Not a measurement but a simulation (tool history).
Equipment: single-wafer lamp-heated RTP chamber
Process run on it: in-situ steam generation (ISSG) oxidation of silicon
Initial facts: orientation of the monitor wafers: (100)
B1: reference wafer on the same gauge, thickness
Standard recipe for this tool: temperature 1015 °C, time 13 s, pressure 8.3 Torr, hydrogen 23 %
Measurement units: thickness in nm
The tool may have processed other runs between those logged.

run 1 hour=0.0 | temperature=1015 time=13 pressure=8.3 hydrogen=23 | B1=4.412 | thickness=4.616
run 2 hour=61.2 | temperature=1015 time=13 pressure=8.3 hydrogen=23 | B1=4.411 | thickness=4.638
run 3 hour=116.6 | temperature=1015 time=13 pressure=8.3 hydrogen=23 | B1=4.404 | thickness=4.641
run 4 hour=155.1 | temperature=1003 time=13 pressure=8.3 hydrogen=23 | B1=4.407 | thickness=4.244
run 5 hour=199.0 | temperature=1003 time=13 pressure=8.3 hydrogen=23 | B1=4.414 | thickness=4.308
run 6 hour=235.9 | temperature=1015 time=13 pressure=8.3 hydrogen=23 | B1=4.405 | thickness=4.530
run 7 hour=276.7 | temperature=1015 time=13 pressure=8.3 hydrogen=23 | B1=4.405 | thickness=4.554
run 8 hour=307.6 | temperature=1015 time=13 pressure=8.3 hydrogen=23 | B1=4.407 | thickness=4.597
run 9 hour=378.8 | temperature=1015 time=13 pressure=8.3 hydrogen=23 | B1=4.413 | thickness=4.596
run 10 hour=450.3 | temperature=1015 time=13 pressure=8.3 hydrogen=23 | B1=4.402 | thickness=4.609
run 11 hour=478.2 | temperature=1015 time=13 pressure=8.3 hydrogen=23 | B1=4.405 | thickness=4.635
run 12 hour=551.6 | temperature=1015 time=10 pressure=8.3 hydrogen=19 | B1=4.406 | thickness=3.809
run 13 hour=580.7 | temperature=1015 time=10 pressure=8.3 hydrogen=19 | B1=4.417 | thickness=3.827
run 14 hour=646.3 | temperature=1015 time=10 pressure=8.3 hydrogen=19 | B1=4.409 | thickness=3.850
run 15 hour=708.2 | temperature=1015 time=18 pressure=8.3 hydrogen=23 | B1=4.414 | thickness=5.335
run 16 hour=733.5 | temperature=1027 time=9 pressure=8.3 hydrogen=30 | B1=4.406 | thickness=4.414
run 17 hour=757.9 | temperature=1015 time=13 pressure=8.3 hydrogen=23 | B1=4.411 | thickness=4.637
run 18 hour=819.9 | temperature=1015 time=13 pressure=8.3 hydrogen=23 | B1=4.415 | thickness=4.608
run 19 hour=888.5 | temperature=997 time=8 pressure=8.3 hydrogen=23 | B1=4.411 | thickness=3.535
run 20 hour=939.3 | temperature=1032 time=15 pressure=7.5 hydrogen=23 | B1=4.412 | thickness=5.188
run 21 hour=968.5 | temperature=1015 time=13 pressure=8.3 hydrogen=23 | B1=4.408 | thickness=4.558
run 22 hour=1129.3 | temperature=1015 time=15 pressure=7.7 hydrogen=31 | B1=4.414 | thickness=5.342
run 23 hour=1181.0 | temperature=1015 time=13 pressure=8.3 hydrogen=23 | B1=4.406 | thickness=4.670
run 24 hour=1389.3 | temperature=1009 time=10 pressure=7.0 hydrogen=20 | B1=4.403 | thickness=3.798
run 25 hour=1436.5 | temperature=1015 time=13 pressure=8.3 hydrogen=28 | B1=4.414 | thickness=4.863
run 26 hour=1506.5 | temperature=1032 time=13 pressure=7.5 hydrogen=18 | B1=4.411 | thickness=4.701
run 27 hour=1578.3 | temperature=1002 time=11 pressure=8.3 hydrogen=20 | B1=4.407 | thickness=3.844
run 28 hour=1610.0 | temperature=997 time=13 pressure=8.3 hydrogen=15 | B1=4.408 | thickness=3.807
run 29 hour=1667.5 | temperature=1015 time=13 pressure=8.3 hydrogen=23 | B1=4.408 | thickness=4.557
run 30 hour=1738.9 | temperature=1015 time=13 pressure=8.3 hydrogen=23 | B1=4.411 | thickness=4.599

Not shown here: 9 entries made in the log between runs. Locate each between two listed runs and compare the hidden state at the listed run before it with the hidden state at the listed run after it:
Between runs 3 and 4: pyrometer window cleaned and pyrometer calibrated (hour 152.0)
  true wafer temperature minus pyrometer reading, K: 8.88 -> 0.328
  measured result minus the result with no hidden state, thickness: +0.164 -> +0.005 nm
Between runs 11 and 12: pressure gauge zeroed (hour 490.9); gauge calibrated (hour 508.4); pyrometer window cleaned and pyrometer calibrated (hour 551.1)
  true wafer temperature minus pyrometer reading, K: 8.8 -> 1.02
  measured result minus the result with no hidden state, thickness: +0.162 -> +0.014 nm
Between runs 19 and 20: pyrometer window cleaned and pyrometer calibrated (hour 902.6)
  true wafer temperature minus pyrometer reading, K: 9.73 -> 2.96
  measured result minus the result with no hidden state, thickness: +0.101 -> +0.071 nm
Between runs 22 and 23: hydrogen flow controller replaced (hour 1173.7)
  true wafer temperature minus pyrometer reading, K: 8.43 -> 8.94
  measured result minus the result with no hidden state, thickness: +0.187 -> +0.167 nm
Between runs 23 and 24: pyrometer window cleaned and pyrometer calibrated (hour 1259.3); gauge calibrated (hour 1353.0)
  true wafer temperature minus pyrometer reading, K: 8.94 -> 6.94
  measured result minus the result with no hidden state, thickness: +0.167 -> +0.092 nm
Between runs 26 and 27: pyrometer window cleaned and pyrometer calibrated (hour 1577.8)
  true wafer temperature minus pyrometer reading, K: 8.95 -> 1.23
  measured result minus the result with no hidden state, thickness: +0.187 -> +0.016 nm

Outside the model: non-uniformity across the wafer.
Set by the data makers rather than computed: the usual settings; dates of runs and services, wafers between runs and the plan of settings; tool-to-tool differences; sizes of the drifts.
